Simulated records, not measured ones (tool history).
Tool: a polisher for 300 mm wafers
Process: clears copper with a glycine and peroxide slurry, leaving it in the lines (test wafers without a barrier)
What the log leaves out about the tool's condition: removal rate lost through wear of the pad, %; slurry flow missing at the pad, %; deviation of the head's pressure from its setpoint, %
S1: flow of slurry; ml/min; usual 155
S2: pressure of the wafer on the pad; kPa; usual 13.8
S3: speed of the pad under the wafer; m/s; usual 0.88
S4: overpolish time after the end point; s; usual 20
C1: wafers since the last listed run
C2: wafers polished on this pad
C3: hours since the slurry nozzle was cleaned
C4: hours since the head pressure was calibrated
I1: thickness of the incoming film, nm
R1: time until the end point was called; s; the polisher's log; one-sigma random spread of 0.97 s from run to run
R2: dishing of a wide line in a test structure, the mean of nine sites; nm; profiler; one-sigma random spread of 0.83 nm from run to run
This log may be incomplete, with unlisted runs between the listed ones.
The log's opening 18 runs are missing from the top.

run    hour   S1    S2    S3  S4   C1    C2     C3     C4     I1     R1    R2
 19  1563.3  100  17.2  0.88  20  528  4637  279.6   84.8  383.4   97.6  47.3
     1612.2  -- worn pad replaced by a new one
 20  1656.7  155  13.8  0.88  29  575   286  373.0  178.2  388.0  102.4  60.1
 21  1704.9  200  13.8  0.88  20  310   596  421.2  226.4  388.7   96.8  47.7
 22  1811.4  155  13.8  0.88  20  685  1282  527.7  332.9  386.3  103.1  45.6
 23  1893.1  155  13.8  0.88  20  526  1808  609.4  414.6  378.9  101.5  44.0
     1906.1  -- slurry nozzle cleaned
 24  1944.2  155  13.8  0.88  20  322  2131   38.1  465.7  385.0   99.8  46.4
 25  2050.7  105  17.2  1.10  23  685  2817  144.6  572.2  384.2   82.0  61.1
 26  2097.2  200  13.8  0.68  20  299  3116  191.1  618.7  385.1  109.7  43.5
 27  2137.4  155  11.0  0.88  20  258  3375  231.3  658.9  385.0  111.6  41.7
 28  2215.8  155  13.8  0.80  20  504  3880  309.7  737.3  386.2  108.3  44.3
     2239.2  -- head pressure recalibrated
 29  2283.3  155  13.8  0.88  20  421  4302  377.2   44.1  392.5  102.4  45.9
 30  2390.4  155  13.8  0.88  28  689  4992  484.3  151.2  384.2  103.5  57.8
     2436.4  -- worn pad replaced by a new one
 31  2457.1  155  13.8  0.62   8  403   133  551.0  217.9  383.7  124.4  18.6
 32  2545.3  155  13.8  0.88  20  568   701  639.2  306.1  390.8  104.7  44.0
 33  2629.9  155  12.4  0.66  20  544  1246  723.8  390.7  392.0  133.9  38.4

Each row is a separate what-if for the run after 33, all from the same tool condition, not one after another. Results?
  A  2630.4  155  13.8  0.58  20   3  1249  724.3  391.2  386.2   ?   ?
  B  2630.4  105  15.2  0.98  27   3  1249  724.3  391.2  386.2   ?   ?
  C  2630.4  155  11.7  0.88  20   3  1249  724.3  391.2  386.2   ?   ?
  D  2630.4  185  13.8  0.88  20   3  1249  724.3  391.2  386.2   ?   ?
  E  2630.4  130  11.0  1.12  29   3  1249  724.3  391.2  386.2   ?   ?

run     R1    R2
  A  133.4  37.3
  B  106.6  54.4
  C  117.1  40.5
  D  103.2  44.9
  E  109.9  54.3
Had the tool no hidden state, the same runs would have come out as:
run     R1    R2
  A  126.6  38.8
  B   98.8  57.2
  C  111.2  42.1
  D   98.8  46.4
  E  103.3  56.5
